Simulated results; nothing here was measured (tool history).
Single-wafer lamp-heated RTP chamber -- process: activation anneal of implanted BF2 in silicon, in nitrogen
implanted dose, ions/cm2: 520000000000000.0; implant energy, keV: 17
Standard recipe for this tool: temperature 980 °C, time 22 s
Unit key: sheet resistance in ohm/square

run     day  temperature  time  read-back reference wafer on the same gauge, sheet resistance  sheet resistance
  1       0          972    22                                                         301.86            303.41
  2   1.162          972    22                                                          302.2            307.53
  3     3.7          972    22                                                         302.11            303.32
  4   4.325          980    25                                                         302.11            292.48
  5   5.238          980    25                                                         301.97            289.33
  6   6.692          980    32                                                         302.08            283.86
  7   7.821          980    32                                                         302.29            284.85
  8   8.512          980    22                                                         301.66            290.11
      9.838  -- pyrometer window cleaned and pyrometer calibrated
  9   9.858          980    22                                                          302.3            294.22
     11.121  -- reflector plate cleaned
 10  11.142          980    22                                                         301.35            301.73
 11  11.971          980    18                                                          302.2            304.85
 12  13.062          980    18                                                         302.41            306.54
 13  13.662          969    13                                                         301.92            330.32
 14  15.108          969    13                                                         302.09            329.05
 15  16.575          954    32                                                         301.79            330.97
 16  17.221          980    22                                                         301.88             300.3
 17  18.133          964    12                                                         302.36            340.67
 18  19.283          980    22                                                         301.85            299.53
 19  20.033          969    16                                                         302.03            323.31
 20  20.629          960    30                                                         301.66            321.55
 21  21.633          980    22                                                         302.09            299.36
     22.058  -- pyrometer window cleaned and pyrometer calibrated
 22  22.283          953    10                                                         301.89            370.18
 23  22.888          990    22                                                         302.32            289.21
 24  23.958          980    12                                                         301.95             312.6
     24.671  -- gauge calibrated
 25  24.992          971    10                                                         301.97            330.91
 26  26.396          953    10                                                         301.47            366.67
 27  28.488          980    22                                                          302.2            296.08
 28  29.312          989    34                                                         301.79            279.76
 29  30.262          988    22                                                         301.93            289.62
 30  31.396          960    15                                                         301.95            341.63
 31  32.029         1005    14                                                         301.96            282.92
     33.054  -- pyrometer window cleaned and pyrometer calibrated
 32  33.508          961    17                                                         301.85            334.26
 33  34.479          954    32                                                         302.29             331.2
 34  34.992          980    22                                                         302.24            297.38
 35  35.825          957    22                                                         302.33            336.26
 36  37.396          990    25                                                         301.95            283.78
 37  41.558         1010    15                                                          302.1            275.89

Branching from run 37: 4 alternative next runs. What would each branch give?
  A  41.575          997    22                                                              ?                 ?
  B  41.575          959    22                                                              ?                 ?
  C  41.575          980    26                                                              ?                 ?
  D  41.575          970    22                                                              ?                 ?

run  read-back reference wafer on the same gauge, sheet resistance  sheet resistance
  A                                                         302.01            281.46
  B                                                         302.01            329.37
  C                                                         302.01            293.73
  D                                                         302.01            310.46
Take away the tool's hidden state, keep each run's random variation, and the runs would have read:
run  sheet resistance
  A            284.17
  B            336.72
  C            297.95
  D            316.28
